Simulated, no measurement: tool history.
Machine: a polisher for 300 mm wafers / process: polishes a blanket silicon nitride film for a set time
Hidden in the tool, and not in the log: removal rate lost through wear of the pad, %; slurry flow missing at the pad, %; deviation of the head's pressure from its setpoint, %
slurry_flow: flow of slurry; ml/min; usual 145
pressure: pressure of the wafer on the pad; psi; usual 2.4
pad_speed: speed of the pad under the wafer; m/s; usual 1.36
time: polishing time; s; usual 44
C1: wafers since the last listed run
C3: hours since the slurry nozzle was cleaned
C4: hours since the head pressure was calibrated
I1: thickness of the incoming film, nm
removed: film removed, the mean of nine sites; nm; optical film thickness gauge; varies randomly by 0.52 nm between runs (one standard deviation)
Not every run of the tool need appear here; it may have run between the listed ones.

Run 1, hour 0: usual settings but slurry_flow 130 ml/min, pressure 2.8 psi; C1 0; wafers polished on this pad 1153; C3 89.3; C4 159.6; I1 611.2. Result: removed 67.1 nm.
Run 2, hour 42.8: usual settings but slurry_flow 130 ml/min, pressure 2.8 psi; C1 613; wafers polished on this pad 1767; C3 132.1; C4 202.4; I1 604.1. Result: removed 65.3 nm.
Run 3, hour 129.1: usual settings but slurry_flow 130 ml/min, pressure 2.8 psi; C1 1237; wafers polished on this pad 3004; C3 218.4; C4 288.7; I1 611.5. Result: removed 64.3 nm.
Run 4, hour 224.5: usual settings but slurry_flow 125 ml/min, time 54 s; C1 1367; wafers polished on this pad 4372; C3 313.8; C4 384.1; I1 608.2. Result: removed 63.9 nm.
At hour 265.2: slurry nozzle cleaned.
At hour 279: worn pad replaced by a new one.
Run 5, hour 319.7: usual settings; C1 1293; wafers polished on this pad 584; C3 54.5; C4 479.3; I1 611. Result: removed 60.4 nm.
Run 6, hour 423.6: usual settings; C1 1489; wafers polished on this pad 2073; C3 158.4; C4 583.2; I1 609.5. Result: removed 58.4 nm.
Run 7, hour 483.3: usual settings; C1 855; wafers polished on this pad 2929; C3 218.1; C4 642.9; I1 607.8. Result: removed 57.4 nm.
Run 8, hour 587: usual settings; C1 1486; wafers polished on this pad 4416; C3 321.8; C4 746.6; I1 612.2. Result: removed 55.3 nm.
At hour 607.4: worn pad replaced by a new one.
Run 9, hour 648.5: usual settings but pressure 2.7 psi; C1 824; wafers polished on this pad 588; C3 383.3; C4 808.1; I1 616.4. Result: removed 66 nm.
At hour 698.3: slurry nozzle cleaned.
Run 10, hour 752.8: usual settings but pressure 2.2 psi; C1 1480; wafers polished on this pad 2069; C3 54.5; C4 912.4; I1 614.4. Result: removed 52.8 nm.
Run 11, hour 798.9: usual settings but pressure 2.9 psi; C1 660; wafers polished on this pad 2730; C3 100.6; C4 958.5; I1 613. Result: removed 67 nm.
At hour 888.2: worn pad replaced by a new one.
Run 12, hour 888.7: usual settings but slurry_flow 105 ml/min, pressure 2.1 psi, pad_speed 1.2 m/s, time 31 s; C1 1230; wafers polished on this pad 6; C3 190.4; C4 1048.3; I1 608.4. Result: removed 30.8 nm.
Run 13, hour 927.7: usual settings but time 38 s; C1 559; wafers polished on this pad 565; C3 229.4; C4 1087.3; I1 613.8. Result: removed 51.9 nm.
At hour 970.1: head pressure recalibrated.
Run 14, hour 1116.1: usual settings; C1 2672; wafers polished on this pad 3238; C3 417.8; C4 146; I1 612.8. Result: removed 55.7 nm.
At hour 1122.4: slurry nozzle cleaned.
Run 15, hour 1199.7: usual settings but slurry_flow 115 ml/min; C1 1184; wafers polished on this pad 4422; C3 77.3; C4 229.6; I1 609.9. Result: removed 51.7 nm.
At hour 1248.7: worn pad replaced by a new one.
Run 16, hour 1280.7: usual settings; C1 1103; wafers polished on this pad 458; C3 158.3; C4 310.6; I1 616.8. Result: removed 60.1 nm.
Run 17, hour 1325.4: usual settings but slurry_flow 170 ml/min, pressure 1.7 psi; C1 640; wafers polished on this pad 1099; C3 203; C4 355.3; I1 608.2. Result: removed 43 nm.
Run 18, hour 1396.6: usual settings but slurry_flow 120 ml/min, time 30 s; C1 1020; wafers polished on this pad 2119; C3 274.2; C4 426.5; I1 612.4. Result: removed 37 nm.
Run 19, hour 1441.2: usual settings but pressure 3 psi, pad_speed 1.12 m/s; C1 639; wafers polished on this pad 2759; C3 318.8; C4 471.1; I1 606. Result: removed 61.2 nm.
Run 20, hour 1522.8: usual settings but pad_speed 0.96 m/s; C1 1169; wafers polished on this pad 3929; C3 400.4; C4 552.7; I1 612. Result: removed 41.9 nm.
At hour 1546.7: slurry nozzle cleaned.
At hour 1584.9: worn pad replaced by a new one.
Run 21, hour 1585.4: usual settings but pressure 2.2 psi; C1 825; wafers polished on this pad 7; C3 38.7; C4 615.3; I1 603.2. Result: removed 56 nm.

Alternative continuations, all from the tool just after run 21; predict every row:
Run A, hour 1585.8: usual settings but time 54 s; C1 5; wafers polished on this pad 13; C3 39.1; C4 615.7; I1 619.5. Result: removed ?.
Run B, hour 1585.8: usual settings but pressure 2.6 psi, time 53 s; C1 5; wafers polished on this pad 13; C3 39.1; C4 615.7; I1 619.5. Result: removed ?.
Run C, hour 1585.8: usual settings but slurry_flow 105 ml/min, pressure 2.1 psi, time 54 s; C1 5; wafers polished on this pad 13; C3 39.1; C4 615.7; I1 619.5. Result: removed ?.
Run D, hour 1585.8: usual settings but slurry_flow 130 ml/min, pad_speed 1.62 m/s, time 51 s; C1 5; wafers polished on this pad 13; C3 39.1; C4 615.7; I1 619.5. Result: removed ?.

run  removed
  A     74.7
  B     79.4
  C     60.5
  D     79.3
Take away the tool's hidden state, keep each run's random variation, and the runs would have read:
run  removed
  A     74.8
  B     79.6
  C     60.7
  D     79.5
